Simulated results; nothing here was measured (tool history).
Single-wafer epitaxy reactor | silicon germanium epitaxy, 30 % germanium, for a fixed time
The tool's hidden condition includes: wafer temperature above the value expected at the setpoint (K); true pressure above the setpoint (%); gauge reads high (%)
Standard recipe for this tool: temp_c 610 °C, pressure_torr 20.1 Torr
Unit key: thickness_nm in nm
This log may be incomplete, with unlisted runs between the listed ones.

| run | day | temp_c | pressure_torr | wafers since the last listed run | hours since the last pyrometer calibration | hours since the last manometer calibration | hours since the showerhead was replaced | hours since the gauge calibration | read-back reference wafer on the same gauge, thickness_nm | thickness_nm |
|---|---|---|---|---|---|---|---|---|---|---|
| 1 | 0 | 610 | 20.1 | 0 | 1577.4 | 75.3 | 5379.7 | 1050.5 | 60.947 | 67.958 |
| 2 | 2.429 | 610 | 23.7 | 889 | 1635.7 | 133.6 | 5438 | 1108.8 | 60.885 | 73.746 |
| 3 | 6.154 | 610 | 23.7 | 1364 | 1725.1 | 223 | 5527.4 | 1198.2 | 60.909 | 73.539 |
| 4 | 9.138 | 610 | 20.1 | 1092 | 1796.7 | 294.6 | 5599 | 1269.8 | 60.969 | 67.591 |
| 5 | 13.554 | 610 | 20.1 | 1617 | 1902.7 | 400.6 | 5705 | 1375.8 | 60.874 | 68.684 |
| 6 | 18.029 | 610 | 20.1 | 1638 | 2010.1 | 508 | 5812.4 | 1483.2 | 60.859 | 68.452 |
| 7 | 22.317 | 610 | 20.1 | 1570 | 2113 | 610.9 | 5915.3 | 1586.1 | 60.953 | 67.98 |
| 8 | 24.633 | 610 | 20.1 | 848 | 2168.6 | 666.5 | 5970.9 | 1641.7 | 60.886 | 68.452 |
| 9 | 29.129 | 610 | 20.1 | 1646 | 2276.5 | 774.4 | 6078.8 | 1749.6 | 60.908 | 68.882 |
| 10 | 30.679 | 610 | 20.1 | 567 | 2313.7 | 811.6 | 6116 | 1786.8 | 60.912 | 68.299 |
| 11 | 35.004 | 610 | 20.1 | 1583 | 2417.5 | 915.4 | 6219.8 | 1890.6 | 60.972 | 69.046 |
| 12 | 38.492 | 610 | 20.1 | 1277 | 2501.2 | 999.1 | 6303.5 | 1974.3 | 60.858 | 69.456 |
| 13 | 41.012 | 610 | 20.1 | 923 | 2561.7 | 1059.6 | 6364 | 2034.8 | 60.848 | 69.192 |
| 14 | 42.512 | 610 | 23.8 | 549 | 2597.7 | 1095.6 | 6400 | 2070.8 | 60.858 | 74.807 |
|  | 42.996 | capacitance manometer re-zeroed and calibrated |
|  | 44.588 | showerhead replaced |
|  | 47.675 | gauge calibrated |
| 15 | 52.175 | 610 | 22.8 | 3294 | 2829.6 | 220.3 | 182.1 | 108 | 60.872 | 75.604 |
| 16 | 54.108 | 618 | 20.1 | 708 | 2876 | 266.7 | 228.5 | 154.4 | 60.817 | 79.481 |
|  | 55.988 | pyrometer calibrated |
| 17 | 56.217 | 621 | 16.2 | 650 | 5.5 | 317.3 | 279.1 | 205 | 60.917 | 75.336 |
| 18 | 60.233 | 610 | 23.7 | 1471 | 101.9 | 413.7 | 375.5 | 301.4 | 60.9 | 76.969 |
|  | 62.221 | capacitance manometer re-zeroed and calibrated, repeated, since the last time left the tool worse |
| 19 | 62.908 | 610 | 20.1 | 857 | 166.1 | 16.5 | 439.7 | 365.6 | 60.933 | 68.116 |
| 20 | 66.842 | 599 | 21.5 | 1440 | 260.5 | 110.9 | 534.1 | 460 | 60.864 | 58.501 |
| 21 | 69.592 | 610 | 20.1 | 1007 | 326.5 | 176.9 | 600.1 | 526 | 60.926 | 67.882 |
| 22 | 80.333 | 621 | 16.3 | 3933 | 584.3 | 434.7 | 857.9 | 783.8 | 60.937 | 72.419 |
| 23 | 83.129 | 610 | 20.1 | 1023 | 651.4 | 501.8 | 925 | 850.9 | 60.905 | 68.682 |
| 24 | 86.054 | 624 | 22.8 | 1071 | 721.6 | 572 | 995.2 | 921.1 | 60.95 | 89.914 |
| 25 | 89.967 | 610 | 20.1 | 1432 | 815.5 | 665.9 | 1089.1 | 1015 | 60.881 | 69.158 |
| 26 | 93.712 | 610 | 22.4 | 1371 | 905.4 | 755.8 | 1179 | 1104.9 | 60.919 | 72.751 |
| 27 | 97.075 | 614 | 21.9 | 1231 | 986.1 | 836.5 | 1259.7 | 1185.6 | 60.899 | 76.497 |
| 28 | 100.733 | 621 | 20.1 | 1339 | 1073.9 | 924.3 | 1347.5 | 1273.4 | 60.883 | 81.254 |
| 29 | 103.25 | 623 | 18.2 | 921 | 1134.3 | 984.7 | 1407.9 | 1333.8 | 60.774 | 80.364 |
| 30 | 105.458 | 621 | 22.4 | 808 | 1187.3 | 1037.7 | 1460.9 | 1386.8 | 60.851 | 85.699 |
| 31 | 107.238 | 610 | 20.1 | 651 | 1230 | 1080.4 | 1503.6 | 1429.5 | 60.904 | 69.053 |
| 32 | 111 | 595 | 24 | 1377 | 1320.3 | 1170.7 | 1593.9 | 1519.8 | 60.894 | 59.702 |

What the log doesn't show, run by run:
wafer temperature above the value expected at the setpoint (K): 0 at every run
gauge reads high (%): 0 at every run
H1: true pressure above the setpoint (%)
| run | H1 |
|---|---|
| 1 | 0.484 |
| 2 | 0.706 |
| 3 | 1.05 |
| 4 | 1.32 |
| 5 | 1.72 |
| 6 | 2.13 |
| 7 | 2.52 |
| 8 | 2.73 |
| 9 | 3.14 |
| 10 | 3.28 |
| 11 | 3.68 |
| 12 | 3.99 |
| 13 | 4.22 |
| 14 | 4.36 |
| 15 | 9.51 |
| 16 | 9.68 |
| 17 | 9.88 |
| 18 | 10.2 |
| 19 | 0.465 |
| 20 | 0.824 |
| 21 | 1.07 |
| 22 | 2.05 |
| 23 | 2.31 |
| 24 | 2.58 |
| 25 | 2.93 |
| 26 | 3.27 |
| 27 | 3.58 |
| 28 | 3.91 |
| 29 | 4.14 |
| 30 | 4.34 |
| 31 | 4.51 |
| 32 | 4.85 |
